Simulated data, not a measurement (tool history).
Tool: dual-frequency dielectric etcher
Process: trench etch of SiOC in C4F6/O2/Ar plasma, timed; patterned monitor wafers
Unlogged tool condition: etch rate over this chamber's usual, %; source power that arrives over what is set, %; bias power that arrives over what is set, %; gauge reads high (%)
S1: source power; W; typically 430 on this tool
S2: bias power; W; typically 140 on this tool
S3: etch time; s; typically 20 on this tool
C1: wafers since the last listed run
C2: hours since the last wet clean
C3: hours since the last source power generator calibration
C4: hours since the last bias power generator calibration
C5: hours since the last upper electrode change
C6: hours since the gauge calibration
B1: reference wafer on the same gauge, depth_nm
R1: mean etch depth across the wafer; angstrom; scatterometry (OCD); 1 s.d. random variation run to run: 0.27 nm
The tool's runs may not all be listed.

| run | hour | S1 | S2 | S3 | C1 | C2 | C3 | C4 | C5 | C6 | B1 | R1 |
|---|---|---|---|---|---|---|---|---|---|---|---|---|
| 1 | 0 | 430 | 140 | 20 | 0 | 89.6 | 1796.2 | 16.1 | 1937.8 | 1423.7 | 47.08 | 400.8 |
| 2 | 55.1 | 430 | 140 | 20 | 989 | 144.7 | 1851.3 | 71.2 | 1992.9 | 1478.8 | 47.17 | 397 |
| 3 | 235.2 | 430 | 152 | 20 | 3234 | 324.8 | 2031.4 | 251.3 | 2173 | 1658.9 | 47.12 | 400.8 |
|  | 302.1 | upper electrode replaced |
| 4 | 302.6 | 430 | 152 | 20 | 779 | 392.2 | 2098.8 | 318.7 | 0.5 | 1726.3 | 47.11 | 396.4 |
| 5 | 345.7 | 510 | 140 | 18 | 773 | 435.3 | 2141.9 | 361.8 | 43.6 | 1769.4 | 47.11 | 364.9 |
|  | 462.8 | wet clean of the chamber |
| 6 | 503.9 | 430 | 140 | 20 | 2409 | 41.1 | 2300.1 | 520 | 201.8 | 1927.6 | 47.05 | 397.3 |
| 7 | 575.4 | 480 | 140 | 20 | 1283 | 112.6 | 2371.6 | 591.5 | 273.3 | 1999.1 | 47.1 | 407.9 |
| 8 | 612.3 | 430 | 140 | 20 | 662 | 149.5 | 2408.5 | 628.4 | 310.2 | 2036 | 47.14 | 396 |
| 9 | 658.6 | 350 | 140 | 20 | 831 | 195.8 | 2454.8 | 674.7 | 356.5 | 2082.3 | 47.1 | 378.8 |
| 10 | 730.6 | 430 | 140 | 20 | 1292 | 267.8 | 2526.8 | 746.7 | 428.5 | 2154.3 | 47.06 | 391.6 |
| 11 | 793.7 | 490 | 113 | 15.5 | 1133 | 330.9 | 2589.9 | 809.8 | 491.6 | 2217.4 | 47.13 | 290.7 |
|  | 859.4 | gauge calibrated |
| 12 | 895.3 | 500 | 114 | 22 | 1824 | 432.5 | 2691.5 | 911.4 | 593.2 | 35.9 | 47.07 | 416.7 |
| 13 | 924.1 | 480 | 164 | 23 | 517 | 461.3 | 2720.3 | 940.2 | 622 | 64.7 | 47.11 | 476.5 |
|  | 960.8 | wet clean of the chamber |
| 14 | 961.3 | 430 | 113 | 20 | 237 | 0.5 | 2757.5 | 977.4 | 659.2 | 101.9 | 47.1 | 381.7 |
| 15 | 991.9 | 500 | 140 | 20 | 549 | 31.1 | 2788.1 | 1008 | 689.8 | 132.5 | 47.08 | 419.3 |
|  | 996.5 | source power generator calibrated |
| 16 | 1021.7 | 350 | 140 | 23 | 463 | 60.9 | 25.2 | 1037.8 | 719.6 | 162.3 | 47.08 | 448 |
| 17 | 1081.9 | 430 | 140 | 20 | 1081 | 121.1 | 85.4 | 1098 | 779.8 | 222.5 | 47.09 | 406.8 |
| 18 | 1150.8 | 340 | 140 | 23 | 1237 | 190 | 154.3 | 1166.9 | 848.7 | 291.4 | 47.13 | 438.7 |
| 19 | 1186.4 | 350 | 106 | 20 | 639 | 225.6 | 189.9 | 1202.5 | 884.3 | 327 | 47.1 | 354.9 |
| 20 | 1218.4 | 430 | 126 | 15.5 | 574 | 257.6 | 221.9 | 1234.5 | 916.3 | 359 | 47.13 | 300.1 |
| 21 | 1287 | 520 | 140 | 22 | 1231 | 326.2 | 290.5 | 1303.1 | 984.9 | 427.6 | 47.12 | 458.2 |
|  | 1452.6 | wet clean of the chamber |
| 22 | 1453.1 | 350 | 106 | 20 | 2551 | 0.5 | 456.6 | 1469.2 | 1151 | 593.7 | 47.1 | 362.9 |
| 23 | 1497.9 | 430 | 152 | 20 | 804 | 45.3 | 501.4 | 1514 | 1195.8 | 638.5 | 47.14 | 422.1 |
| 24 | 1548.1 | 430 | 140 | 24.5 | 901 | 95.5 | 551.6 | 1564.2 | 1246 | 688.7 | 47.09 | 501.4 |
| 25 | 1608.1 | 350 | 173 | 22.5 | 1077 | 155.5 | 611.6 | 1624.2 | 1306 | 748.7 | 47.09 | 470 |
| 26 | 1669.5 | 470 | 140 | 20 | 1102 | 216.9 | 673 | 1685.6 | 1367.4 | 810.1 | 47.1 | 407.6 |
| 27 | 1739.1 | 400 | 153 | 24.5 | 1249 | 286.5 | 742.6 | 1755.2 | 1437 | 879.7 | 47.05 | 494 |
| 28 | 1777.2 | 330 | 130 | 24.5 | 684 | 324.6 | 780.7 | 1793.3 | 1475.1 | 917.8 | 47.08 | 451.3 |
| 29 | 1810.3 | 360 | 140 | 20 | 594 | 357.7 | 813.8 | 1826.4 | 1508.2 | 950.9 | 47.11 | 387.1 |

What was the tool's hidden state at every run in the log?
source power that arrives over what is set, %: 0 in every run
bias power that arrives over what is set, %: 0 in every run
gauge reads high (%): 0 in every run
H1: etch rate over this chamber's usual, %
| run | H1 |
|---|---|
| 1 | -1.41 |
| 2 | -1.85 |
| 3 | -3.29 |
| 4 | -3.83 |
| 5 | -4.17 |
| 6 | -1.53 |
| 7 | -2.1 |
| 8 | -2.4 |
| 9 | -2.77 |
| 10 | -3.35 |
| 11 | -3.85 |
| 12 | -4.66 |
| 13 | -4.89 |
| 14 | 0.495 |
| 15 | 0.25 |
| 16 | 0.0116 |
| 17 | -0.47 |
| 18 | -1.02 |
| 19 | -1.31 |
| 20 | -1.56 |
| 21 | -2.11 |
| 22 | 1.24 |
| 23 | 0.884 |
| 24 | 0.482 |
| 25 | 0.00171 |
| 26 | -0.49 |
| 27 | -1.05 |
| 28 | -1.35 |
| 29 | -1.62 |
